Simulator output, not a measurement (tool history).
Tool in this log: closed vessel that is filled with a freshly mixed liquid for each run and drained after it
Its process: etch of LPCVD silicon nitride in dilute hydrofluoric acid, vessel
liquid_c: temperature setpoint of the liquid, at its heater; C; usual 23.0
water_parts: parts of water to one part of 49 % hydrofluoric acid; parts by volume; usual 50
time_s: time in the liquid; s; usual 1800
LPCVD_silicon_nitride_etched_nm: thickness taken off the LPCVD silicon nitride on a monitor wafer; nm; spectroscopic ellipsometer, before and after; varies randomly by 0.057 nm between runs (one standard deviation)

| run | hour | liquid_c | water_parts | time_s | wafers since the last listed run | hours since the thermometer was replaced | hours since the hydrofluoric acid flow meter was replaced | hours since the gauge calibration | read-back film thickness of the LPCVD silicon nitride reference wafer, read on the same gauge (nm) | LPCVD_silicon_nitride_etched_nm |
|---|---|---|---|---|---|---|---|---|---|---|
| 1 | 0.0 | 23.0 | 45 | 1800 | 0 | 1756.8 | 831.0 | 857.0 | 89.99 | 15.82 |
| 2 | 42.9 | 23.0 | 45 | 1800 | 1433 | 1799.7 | 873.9 | 899.9 | 89.98 | 15.89 |
|  | 56.6 | gauge calibrated |
| 3 | 103.7 | 23.0 | 50 | 1800 | 2031 | 1860.5 | 934.7 | 47.1 | 90.01 | 14.49 |
| 4 | 154.2 | 23.0 | 50 | 1800 | 1687 | 1911.0 | 985.2 | 97.6 | 90.02 | 14.42 |
| 5 | 242.8 | 23.0 | 50 | 1800 | 2960 | 1999.6 | 1073.8 | 186.2 | 89.97 | 14.43 |
| 6 | 304.2 | 23.0 | 50 | 1800 | 2051 | 2061.0 | 1135.2 | 247.6 | 90.01 | 14.31 |
| 7 | 403.7 | 23.0 | 50 | 1800 | 3324 | 2160.5 | 1234.7 | 347.1 | 89.98 | 14.19 |
| 8 | 441.0 | 23.0 | 50 | 1800 | 1246 | 2197.8 | 1272.0 | 384.4 | 90.01 | 14.35 |
| 9 | 535.7 | 23.0 | 65 | 2030 | 3164 | 2292.5 | 1366.7 | 479.1 | 90.04 | 12.45 |
| 10 | 618.7 | 23.0 | 65 | 2030 | 2773 | 2375.5 | 1449.7 | 562.1 | 90.01 | 12.35 |
| 11 | 690.3 | 23.0 | 65 | 2030 | 2392 | 2447.1 | 1521.3 | 633.7 | 90.00 | 12.54 |
| 12 | 759.8 | 23.0 | 50 | 1800 | 2322 | 2516.6 | 1590.8 | 703.2 | 89.99 | 14.25 |
| 13 | 844.4 | 23.0 | 50 | 1800 | 2826 | 2601.2 | 1675.4 | 787.8 | 89.99 | 14.29 |
| 14 | 888.8 | 20.5 | 75 | 2535 | 1483 | 2645.6 | 1719.8 | 832.2 | 90.01 | 11.43 |
|  | 962.2 | gauge calibrated |
| 15 | 979.7 | 23.0 | 50 | 1800 | 3037 | 2736.5 | 1810.7 | 17.5 | 90.05 | 14.20 |
|  | 1050.0 | hydrofluoric acid flow meter replaced |
| 16 | 1050.5 | 23.0 | 50 | 1800 | 2332 | 2807.3 | 0.5 | 88.3 | 89.98 | 14.65 |
| 17 | 1098.5 | 18.5 | 40 | 1440 | 1603 | 2855.3 | 48.5 | 136.3 | 89.99 | 10.58 |
| 18 | 1197.0 | 23.0 | 45 | 1800 | 3291 | 2953.8 | 147.0 | 234.8 | 90.01 | 16.04 |
| 19 | 1264.4 | 23.0 | 35 | 1800 | 2251 | 3021.2 | 214.4 | 302.2 | 90.00 | 20.54 |
|  | 1330.1 | thermometer replaced |
| 20 | 1371.0 | 27.0 | 50 | 905 | 3528 | 40.9 | 321.0 | 408.8 | 89.99 | 9.48 |
| 21 | 1462.1 | 21.0 | 75 | 1375 | 3043 | 132.0 | 412.1 | 499.9 | 90.03 | 6.48 |
| 22 | 1564.5 | 21.0 | 75 | 1375 | 3421 | 234.4 | 514.5 | 602.3 | 89.98 | 6.45 |
| 23 | 1635.4 | 24.5 | 50 | 1800 | 2368 | 305.3 | 585.4 | 673.2 | 90.00 | 15.94 |
| 24 | 1738.6 | 20.0 | 40 | 2815 | 3448 | 408.5 | 688.6 | 776.4 | 89.97 | 22.70 |
| 25 | 1830.4 | 23.0 | 50 | 1070 | 3067 | 500.3 | 780.4 | 868.2 | 90.01 | 8.55 |
| 26 | 1895.4 | 26.0 | 30 | 2660 | 2171 | 565.3 | 845.4 | 933.2 | 90.00 | 42.85 |

Across each entry between runs, compare the hidden state at the last listed run before it with the hidden state at the first listed run after it:
In the gap between runs 2 and 3: gauge calibrated (hour 56.6)
  hydrofluoric acid flow below the setpoint (%): 1.28 -> 1.36
  measured less the result without the state, LPCVD_silicon_nitride_etched_nm: -0.20 -> -0.20 nm
In the gap between runs 14 and 15: gauge calibrated (hour 962.2)
  hydrofluoric acid flow below the setpoint (%): 2.4 -> 2.52
  measured less the result without the state, LPCVD_silicon_nitride_etched_nm: -0.27 -> -0.36 nm
In the gap between runs 15 and 16: hydrofluoric acid flow meter replaced (hour 1050.0)
  hydrofluoric acid flow below the setpoint (%): 2.52 -> 0.304
  measured less the result without the state, LPCVD_silicon_nitride_etched_nm: -0.36 -> -0.05 nm
In the gap between runs 19 and 20: thermometer replaced (hour 1330.1)
  hydrofluoric acid flow below the setpoint (%): 0.585 -> 0.725
  measured less the result without the state, LPCVD_silicon_nitride_etched_nm: -0.12 -> -0.06 nm

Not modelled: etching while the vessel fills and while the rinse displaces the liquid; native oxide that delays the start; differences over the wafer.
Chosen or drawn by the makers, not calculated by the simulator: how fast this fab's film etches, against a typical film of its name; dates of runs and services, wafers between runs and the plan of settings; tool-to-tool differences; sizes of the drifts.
